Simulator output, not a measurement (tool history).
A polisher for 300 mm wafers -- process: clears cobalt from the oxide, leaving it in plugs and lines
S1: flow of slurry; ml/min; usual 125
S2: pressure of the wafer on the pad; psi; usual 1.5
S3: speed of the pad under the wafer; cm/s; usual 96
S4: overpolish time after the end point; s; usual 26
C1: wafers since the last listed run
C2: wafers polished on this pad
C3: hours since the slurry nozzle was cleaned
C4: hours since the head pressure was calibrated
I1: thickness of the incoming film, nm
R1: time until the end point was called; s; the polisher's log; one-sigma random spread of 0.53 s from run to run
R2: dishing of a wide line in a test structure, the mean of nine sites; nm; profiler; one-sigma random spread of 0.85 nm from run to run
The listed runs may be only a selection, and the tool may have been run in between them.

run 1 hour=0 | S1=125 S2=1.5 S3=96 S4=18 | C1=0 C2=262 C3=292.6 C4=87.7 | I1=171.5 | R1=44.5 R2=44.6
run 2 hour=53.7 | S1=125 S2=1.5 S3=96 S4=18 | C1=439 C2=702 C3=346.3 C4=141.4 | I1=171.8 | R1=43.9 R2=44.8
run 3 hour=92.4 | S1=125 S2=1.5 S3=96 S4=26 | C1=317 C2=1019 C3=385 C4=180.1 | I1=169.1 | R1=45 R2=55.3
run 4 hour=150.8 | S1=125 S2=1.5 S3=96 S4=26 | C1=478 C2=1497 C3=443.4 C4=238.5 | I1=170.4 | R1=45.2 R2=53.2
-- hour=220.7 worn pad replaced by a new one
run 5 hour=221.2 | S1=105 S2=1.7 S3=96 S4=26 | C1=543 C2=4 C3=513.8 C4=308.9 | I1=169.9 | R1=39.1 R2=58.9
run 6 hour=284.5 | S1=100 S2=1.5 S3=96 S4=26 | C1=518 C2=522 C3=577.1 C4=372.2 | I1=169.3 | R1=43.3 R2=54.1
-- hour=293.5 head pressure recalibrated
run 7 hour=364.6 | S1=100 S2=1.5 S3=96 S4=26 | C1=639 C2=1162 C3=657.2 C4=71.1 | I1=169 | R1=46.4 R2=51.5
run 8 hour=394.6 | S1=125 S2=1.3 S3=96 S4=26 | C1=245 C2=1408 C3=687.2 C4=101.1 | I1=169.8 | R1=53.4 R2=50.1
-- hour=411.7 slurry nozzle cleaned
run 9 hour=442 | S1=125 S2=1.3 S3=96 S4=26 | C1=380 C2=1788 C3=30.3 C4=148.5 | I1=170.2 | R1=54.9 R2=49
-- hour=474.8 worn pad replaced by a new one
run 10 hour=498.3 | S1=125 S2=1.3 S3=96 S4=26 | C1=428 C2=192 C3=86.6 C4=204.8 | I1=169.4 | R1=47.3 R2=52.5
run 11 hour=558 | S1=125 S2=1.5 S3=96 S4=26 | C1=489 C2=681 C3=146.3 C4=264.5 | I1=170.4 | R1=41.1 R2=54.7
run 12 hour=620 | S1=125 S2=1.5 S3=96 S4=26 | C1=507 C2=1189 C3=208.3 C4=326.5 | I1=172.2 | R1=43 R2=55.5
run 13 hour=653 | S1=125 S2=1.5 S3=96 S4=26 | C1=270 C2=1459 C3=241.3 C4=359.5 | I1=168.9 | R1=43.7 R2=54
-- hour=682.6 head pressure recalibrated
-- hour=702.6 worn pad replaced by a new one
run 14 hour=712.6 | S1=100 S2=1.8 S3=96 S4=36 | C1=439 C2=81 C3=300.9 C4=30 | I1=169.1 | R1=37.7 R2=64.6
run 15 hour=757.7 | S1=100 S2=1.7 S3=96 S4=26 | C1=369 C2=451 C3=346 C4=75.1 | I1=173 | R1=41.6 R2=56.4
run 16 hour=827.9 | S1=95 S2=1.3 S3=96 S4=40 | C1=575 C2=1026 C3=416.2 C4=145.3 | I1=173.7 | R1=54.7 R2=61.5
run 17 hour=867.2 | S1=125 S2=1.5 S3=124 S4=31 | C1=321 C2=1348 C3=455.5 C4=184.6 | I1=169 | R1=34.2 R2=64.3
run 18 hour=892.5 | S1=125 S2=1.5 S3=96 S4=26 | C1=207 C2=1555 C3=480.8 C4=209.9 | I1=172.5 | R1=46.1 R2=55
run 19 hour=942.7 | S1=125 S2=1.5 S3=126 S4=26 | C1=411 C2=1966 C3=531 C4=260.1 | I1=171.5 | R1=36.9 R2=58.2
-- hour=950 worn pad replaced by a new one
run 20 hour=1008.4 | S1=125 S2=1.5 S3=96 S4=26 | C1=505 C2=478 C3=596.7 C4=325.8 | I1=172.4 | R1=42.6 R2=56.6
run 21 hour=1065.1 | S1=155 S2=1.5 S3=96 S4=31 | C1=464 C2=942 C3=653.4 C4=382.5 | I1=170.2 | R1=39 R2=61.6
-- hour=1097 slurry nozzle cleaned
-- hour=1103.9 head pressure recalibrated
run 22 hour=1130.7 | S1=125 S2=1.5 S3=96 S4=13 | C1=512 C2=1455 C3=33.7 C4=26.8 | I1=168.7 | R1=48.3 R2=34.6

4 ways to go on from here, each from the tool as it stands after run 22. What would each give?
run A hour=1131.2 | S1=125 S2=1.9 S3=96 S4=26 | C1=4 C2=1459 C3=34.2 C4=27.3 | I1=173.5 | R1=? R2=?
run B hour=1131.2 | S1=110 S2=1.7 S3=96 S4=26 | C1=4 C2=1459 C3=34.2 C4=27.3 | I1=173.5 | R1=? R2=?
run C hour=1131.2 | S1=125 S2=1 S3=96 S4=12 | C1=4 C2=1459 C3=34.2 C4=27.3 | I1=173.5 | R1=? R2=?
run D hour=1131.2 | S1=125 S2=1.5 S3=70 S4=26 | C1=4 C2=1459 C3=34.2 C4=27.3 | I1=173.5 | R1=? R2=?

run=A R1=38.6 R2=57.8
run=B R1=44.2 R2=54.7
run=C R1=71.6 R2=24.3
run=D R1=66.6 R2=44.5
With the hidden condition removed and each run's random variation left untouched, the same runs would have given:
run=A R1=35.2 R2=59.8
run=B R1=40.3 R2=56.9
run=C R1=65.3 R2=26.2
run=D R1=60.7 R2=46.9
